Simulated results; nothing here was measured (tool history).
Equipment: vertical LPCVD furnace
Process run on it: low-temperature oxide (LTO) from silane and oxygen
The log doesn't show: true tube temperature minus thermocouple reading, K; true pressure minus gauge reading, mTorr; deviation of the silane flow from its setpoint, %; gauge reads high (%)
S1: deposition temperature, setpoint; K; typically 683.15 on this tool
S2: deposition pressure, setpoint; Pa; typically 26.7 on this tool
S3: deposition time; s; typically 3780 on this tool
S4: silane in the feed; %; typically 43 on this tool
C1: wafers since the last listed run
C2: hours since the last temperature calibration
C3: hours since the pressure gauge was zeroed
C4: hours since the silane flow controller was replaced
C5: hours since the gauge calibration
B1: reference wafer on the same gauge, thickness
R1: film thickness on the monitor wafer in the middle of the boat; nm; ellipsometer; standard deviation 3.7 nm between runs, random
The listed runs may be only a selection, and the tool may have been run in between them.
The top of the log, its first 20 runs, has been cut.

Run 21, day 40.142: usual settings but S1 677.15 K, S4 46 %; C1 345; C2 515.3; C3 105.9; C4 4899.1; C5 249.3; B1 509.12. Result: R1 624.29 nm.
Run 22, day 42.55: usual settings but S2 23.3 Pa; C1 782; C2 573.1; C3 163.7; C4 4956.9; C5 307.1; B1 507.74. Result: R1 545.33 nm.
At day 44.729: silane flow controller replaced.
Run 23, day 44.867: usual settings but S1 694.15 K, S2 29.3 Pa, S4 49 %; C1 428; C2 628.7; C3 219.3; C4 3.3; C5 362.7; B1 506.64. Result: R1 846.29 nm.
Run 24, day 45.946: usual settings but S1 695.15 K, S2 24.7 Pa; C1 350; C2 654.6; C3 245.2; C4 29.2; C5 388.6; B1 508.2. Result: R1 650.7 nm.
Run 25, day 48.579: usual settings but S4 40 %; C1 856; C2 717.8; C3 308.4; C4 92.4; C5 451.8; B1 508.03. Result: R1 568.36 nm.
Run 26, day 50.088: usual settings but S1 676.15 K, S3 2970 s; C1 490; C2 754; C3 344.6; C4 128.6; C5 488; B1 506.87. Result: R1 450.07 nm.
Run 27, day 52.729: usual settings but S1 673.15 K; C1 858; C2 817.4; C3 408; C4 192; C5 551.4; B1 508.03. Result: R1 557.81 nm.
Run 28, day 54.312: usual settings but S3 3420 s; C1 514; C2 855.4; C3 446; C4 230; C5 589.4; B1 508.25. Result: R1 561.87 nm.
Run 29, day 57.183: usual settings; C1 933; C2 924.3; C3 514.9; C4 298.9; C5 658.3; B1 508.07. Result: R1 621.07 nm.
Run 30, day 59.283: usual settings; C1 682; C2 974.7; C3 565.3; C4 349.3; C5 708.7; B1 508.24. Result: R1 615.43 nm.
Run 31, day 60.567: usual settings but S2 21.3 Pa, S3 5160 s; C1 417; C2 1005.5; C3 596.1; C4 380.1; C5 739.5; B1 507.32. Result: R1 676.57 nm.

Here are 4 independent what-if runs from the current tool condition. What would each one return?
Run A, day 60.738: usual settings; C1 55; C2 1009.6; C3 600.2; C4 384.2; C5 743.6; B1 ?. Result: R1 ?.
Run B, day 60.738: usual settings but S2 28.7 Pa, S3 5280 s; C1 55; C2 1009.6; C3 600.2; C4 384.2; C5 743.6; B1 ?. Result: R1 ?.
Run C, day 60.738: usual settings but S2 31.3 Pa, S3 2610 s, S4 48 %; C1 55; C2 1009.6; C3 600.2; C4 384.2; C5 743.6; B1 ?. Result: R1 ?.
Run D, day 60.738: usual settings but S1 691.15 K, S2 21.3 Pa; C1 55; C2 1009.6; C3 600.2; C4 384.2; C5 743.6; B1 ?. Result: R1 ?.

run      B1      R1
  A  505.97  617.81
  B  505.97   927.7
  C  505.97   557.5
  D  505.97  536.25
Take away the tool's hidden state, keep each run's random variation, and the runs would have read:
run      R1
  A  617.81
  B   927.7
  C   557.5
  D  536.25

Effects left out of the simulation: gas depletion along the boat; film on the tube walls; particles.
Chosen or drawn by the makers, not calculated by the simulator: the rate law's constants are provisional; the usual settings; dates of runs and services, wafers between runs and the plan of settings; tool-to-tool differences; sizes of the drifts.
